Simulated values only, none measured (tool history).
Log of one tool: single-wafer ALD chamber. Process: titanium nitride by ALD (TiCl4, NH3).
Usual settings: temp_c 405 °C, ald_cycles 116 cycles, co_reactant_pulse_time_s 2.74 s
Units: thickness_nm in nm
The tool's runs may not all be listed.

| run | day | temp_c | ald_cycles | co_reactant_pulse_time_s | read-back reference wafer on the same gauge, thickness_nm | thickness_nm |
|---|---|---|---|---|---|---|
| 1 | 0 | 405 | 116 | 2.74 | 2.559 | 2.275 |
| 2 | 1.138 | 405 | 116 | 2.74 | 2.558 | 2.267 |
| 3 | 3.138 | 411 | 116 | 2.74 | 2.558 | 2.278 |
| 4 | 4.442 | 405 | 109 | 2.74 | 2.553 | 2.132 |
| 5 | 6.521 | 405 | 116 | 2.25 | 2.551 | 2.253 |
| 6 | 7.621 | 405 | 116 | 2.25 | 2.55 | 2.253 |
|  | 9.775 | thermocouple changed; heater temperature recalibrated |
|  | 10.133 | gauge calibrated |
| 7 | 10.342 | 405 | 116 | 2.74 | 2.575 | 2.294 |
| 8 | 17.671 | 417 | 94 | 3.27 | 2.572 | 1.86 |
|  | 18.083 | showerhead replaced |
| 9 | 20.592 | 405 | 123 | 3.31 | 2.57 | 2.437 |
| 10 | 22.779 | 405 | 116 | 2.74 | 2.569 | 2.29 |
| 11 | 23.938 | 410 | 97 | 3.64 | 2.569 | 1.919 |
| 12 | 24.954 | 410 | 139 | 2.12 | 2.57 | 2.724 |
| 13 | 26.929 | 405 | 116 | 2.74 | 2.564 | 2.279 |
| 14 | 29.612 | 416 | 110 | 2.74 | 2.564 | 2.164 |

Some steps in thickness_nm between neighbouring runs. How much of each would the tool show without its hidden state too (settings, what came in, random variation), and how much is left for the hidden state, with any gauge scatter that isn't in both results?
The hidden state here: wafer temperature above the value expected at the setpoint (K); gauge reads high (%).
Run 6 -> 7: co_reactant_pulse_time_s 2.25 -> 2.74, thermocouple changed; heater temperature recalibrated, gauge calibrated. thickness_nm +0.041 nm: hidden state +0.02, all else +0.021.
Run 11 -> 12: ald_cycles 97 -> 139, co_reactant_pulse_time_s 3.64 -> 2.12. thickness_nm +0.805 nm: hidden state -0.001, all else +0.806.

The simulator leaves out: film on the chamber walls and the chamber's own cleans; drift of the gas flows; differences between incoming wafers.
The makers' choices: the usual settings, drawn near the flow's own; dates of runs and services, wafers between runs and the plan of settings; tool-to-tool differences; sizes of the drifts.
